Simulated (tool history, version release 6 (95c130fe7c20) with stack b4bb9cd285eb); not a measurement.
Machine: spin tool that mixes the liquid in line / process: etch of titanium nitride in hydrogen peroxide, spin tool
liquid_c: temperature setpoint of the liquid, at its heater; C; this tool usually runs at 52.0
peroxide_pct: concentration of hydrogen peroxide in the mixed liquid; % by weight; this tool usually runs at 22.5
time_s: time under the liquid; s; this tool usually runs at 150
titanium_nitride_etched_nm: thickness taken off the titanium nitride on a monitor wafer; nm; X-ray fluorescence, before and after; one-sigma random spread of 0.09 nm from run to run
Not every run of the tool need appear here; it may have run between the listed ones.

| run | hour | liquid_c | peroxide_pct | time_s | wafers since the last listed run | hours since the thermometer was replaced | hours since the peroxide flow meter was replaced | hours since the heated supply line was repaired | hours since the drum of peroxide was connected | hours since the gauge calibration | read-back film thickness of the titanium nitride reference wafer, read on the same gauge (nm) | titanium_nitride_etched_nm |
|---|---|---|---|---|---|---|---|---|---|---|---|---|
| 1 | 0.0 | 52.0 | 22.5 | 150 | 0 | 780.8 | 6.7 | 3355.9 | 551.5 | 820.7 | 66.20 | 10.72 |
| 2 | 49.5 | 52.0 | 22.5 | 150 | 389 | 830.3 | 56.2 | 3405.4 | 601.0 | 870.2 | 66.10 | 10.59 |
|  | 65.3 | thermometer replaced |
| 3 | 94.4 | 52.0 | 22.5 | 150 | 345 | 29.1 | 101.1 | 3450.3 | 645.9 | 915.1 | 65.99 | 10.77 |
|  | 101.2 | new drum of peroxide connected |
| 4 | 141.4 | 52.0 | 22.5 | 150 | 362 | 76.1 | 148.1 | 3497.3 | 40.2 | 962.1 | 65.88 | 10.61 |
| 5 | 217.7 | 52.0 | 20.0 | 180 | 600 | 152.4 | 224.4 | 3573.6 | 116.5 | 1038.4 | 65.76 | 12.43 |
| 6 | 296.0 | 52.0 | 27.5 | 180 | 616 | 230.7 | 302.7 | 3651.9 | 194.8 | 1116.7 | 65.65 | 13.30 |
| 7 | 337.3 | 52.0 | 22.5 | 150 | 325 | 272.0 | 344.0 | 3693.2 | 236.1 | 1158.0 | 65.59 | 10.57 |
| 8 | 439.9 | 52.0 | 22.5 | 150 | 808 | 374.6 | 446.6 | 3795.8 | 338.7 | 1260.6 | 65.46 | 10.69 |
|  | 465.4 | heated supply line repaired |
| 9 | 748.4 | 55.0 | 26.0 | 175 | 2421 | 683.1 | 755.1 | 283.0 | 647.2 | 1569.1 | 65.16 | 15.85 |
| 10 | 845.5 | 44.0 | 25.5 | 150 | 764 | 780.2 | 852.2 | 380.1 | 744.3 | 1666.2 | 65.10 | 6.02 |
| 11 | 899.5 | 52.0 | 22.5 | 150 | 425 | 834.2 | 906.2 | 434.1 | 798.3 | 1720.2 | 65.05 | 10.52 |
|  | 914.6 | thermometer replaced |
|  | 928.6 | new drum of peroxide connected |
| 12 | 987.1 | 55.5 | 28.5 | 150 | 674 | 72.5 | 993.8 | 521.7 | 58.5 | 1807.8 | 64.99 | 14.17 |
| 13 | 1065.5 | 52.0 | 22.5 | 205 | 617 | 150.9 | 1072.2 | 600.1 | 136.9 | 1886.2 | 64.95 | 14.45 |
|  | 1072.1 | peroxide flow meter replaced |
| 14 | 1146.7 | 52.0 | 22.5 | 150 | 631 | 232.1 | 74.6 | 681.3 | 218.1 | 1967.4 | 64.90 | 10.54 |
| 15 | 1228.1 | 47.5 | 22.5 | 150 | 641 | 313.5 | 156.0 | 762.7 | 299.5 | 2048.8 | 64.84 | 7.50 |
|  | 1269.0 | gauge calibrated |
| 16 | 1538.0 | 52.0 | 25.0 | 80 | 2440 | 623.4 | 465.9 | 1072.6 | 609.4 | 269.0 | 68.10 | 5.93 |
| 17 | 1601.3 | 52.0 | 24.5 | 150 | 498 | 686.7 | 529.2 | 1135.9 | 672.7 | 332.3 | 67.79 | 11.23 |
| 18 | 1676.2 | 52.0 | 22.5 | 150 | 589 | 761.6 | 604.1 | 1210.8 | 747.6 | 407.2 | 67.43 | 11.02 |
|  | 1681.1 | new drum of peroxide connected |
| 19 | 1736.1 | 57.0 | 24.5 | 65 | 463 | 821.5 | 664.0 | 1270.7 | 55.0 | 467.1 | 67.25 | 6.84 |
|  | 1762.3 | thermometer replaced |
| 20 | 1824.6 | 45.0 | 19.5 | 150 | 689 | 62.3 | 752.5 | 1359.2 | 143.5 | 555.6 | 66.93 | 6.35 |
| 21 | 1907.5 | 52.0 | 27.5 | 180 | 652 | 145.2 | 835.4 | 1442.1 | 226.4 | 638.5 | 66.66 | 13.50 |
|  | 1916.4 | peroxide flow meter replaced |
| 22 | 1967.0 | 46.0 | 26.0 | 90 | 460 | 204.7 | 50.6 | 1501.6 | 285.9 | 698.0 | 66.50 | 4.31 |
| 23 | 2061.0 | 52.0 | 22.5 | 150 | 740 | 298.7 | 144.6 | 1595.6 | 379.9 | 792.0 | 66.28 | 10.86 |
| 24 | 2148.2 | 52.0 | 22.5 | 150 | 686 | 385.9 | 231.8 | 1682.8 | 467.1 | 879.2 | 66.08 | 10.63 |

For each run, what was the tool's unlogged condition?
liquid hotter than its thermometer reads (K): 0 across all the runs
peroxide flow above the setpoint (%): 0 across all the runs
temperature lost on the way to the wafer (K): 0 across all the runs
peroxide weaker than its label (%): 0 across all the runs
H1: gauge reads high (%)
| run | H1 |
|---|---|
| 1 | -5.43 |
| 2 | -5.59 |
| 3 | -5.72 |
| 4 | -5.85 |
| 5 | -6.04 |
| 6 | -6.21 |
| 7 | -6.3 |
| 8 | -6.49 |
| 9 | -6.93 |
| 10 | -7.03 |
| 11 | -7.08 |
| 12 | -7.16 |
| 13 | -7.22 |
| 14 | -7.28 |
| 15 | -7.33 |
| 16 | -2.76 |
| 17 | -3.18 |
| 18 | -3.63 |
| 19 | -3.96 |
| 20 | -4.4 |
| 21 | -4.77 |
| 22 | -5 |
| 23 | -5.34 |
| 24 | -5.62 |
